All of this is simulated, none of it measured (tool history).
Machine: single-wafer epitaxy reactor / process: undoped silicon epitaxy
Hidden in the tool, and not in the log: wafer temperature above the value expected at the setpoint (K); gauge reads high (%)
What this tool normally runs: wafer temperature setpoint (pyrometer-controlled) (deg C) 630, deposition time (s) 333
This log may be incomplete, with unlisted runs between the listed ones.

run   hour  wafer temperature setpoint (pyrometer-controlled) (deg C)  deposition time (s)  wafers since the last listed run  hours since the last pyrometer calibration  hours since the gauge calibration  read-back reference wafer on the same gauge, thickness_nm  mean film thickness on the monitor wafer (nm)
  1    0.0                                                        630                  333                                 0                                      2988.3                              355.6                                                     42.717                                         43.715
       6.1  -- gauge calibrated
  2   20.7                                                        630                  333                                84                                      3009.0                               14.6                                                     42.718                                         43.674
  3   50.5                                                        630                  333                               121                                      3038.8                               44.4                                                     42.702                                         43.517
  4   80.9                                                        630                  333                               123                                      3069.2                               74.8                                                     42.697                                         43.758
  5  106.3                                                        630                  333                               103                                      3094.6                              100.2                                                     42.679                                         43.728
  6  136.9                                                        630                  333                               124                                      3125.2                              130.8                                                     42.701                                         43.841
     170.2  -- pyrometer calibrated
  7  170.7                                                        626                  333                               104                                         0.5                              164.6                                                     42.707                                         33.455
  8  182.8                                                        630                  333                                49                                        12.6                              176.7                                                     42.677                                         37.110
  9  205.3                                                        617                  297                                91                                        35.1                              199.2                                                     42.657                                         23.604
 10  225.0                                                        630                  352                                80                                        54.8                              218.9                                                     42.699                                         39.110
 11  320.0                                                        630                  314                               386                                       149.8                              313.9                                                     42.751                                         35.028
 12  338.2                                                        624                  333                                74                                       168.0                              332.1                                                     42.642                                         32.018
     339.5  -- gauge calibrated
 13  369.7                                                        624                  333                               128                                       199.5                               30.2                                                     42.685                                         31.914
 14  405.7                                                        630                  333                               146                                       235.5                               66.2                                                     42.708                                         37.273
 15  438.1                                                        630                  333                               131                                       267.9                               98.6                                                     42.729                                         37.649
 16  460.0                                                        622                  388                                89                                       289.8                              120.5                                                     42.697                                         35.390
 17  474.9                                                        641                  333                                60                                       304.7                              135.4                                                     42.661                                         49.487

Hidden state, per run?
gauge reads high (%): 0 at every run
H1: wafer temperature above the value expected at the setpoint (K)
run       H1
  1     6.22
  2     6.26
  3     6.31
  4     6.37
  5     6.42
  6     6.47
  7   -0.326
  8   -0.303
  9   -0.261
 10   -0.224
 11   -0.045
 12  -0.0107
 13   0.0485
 14    0.116
 15    0.177
 16    0.218
 17    0.246

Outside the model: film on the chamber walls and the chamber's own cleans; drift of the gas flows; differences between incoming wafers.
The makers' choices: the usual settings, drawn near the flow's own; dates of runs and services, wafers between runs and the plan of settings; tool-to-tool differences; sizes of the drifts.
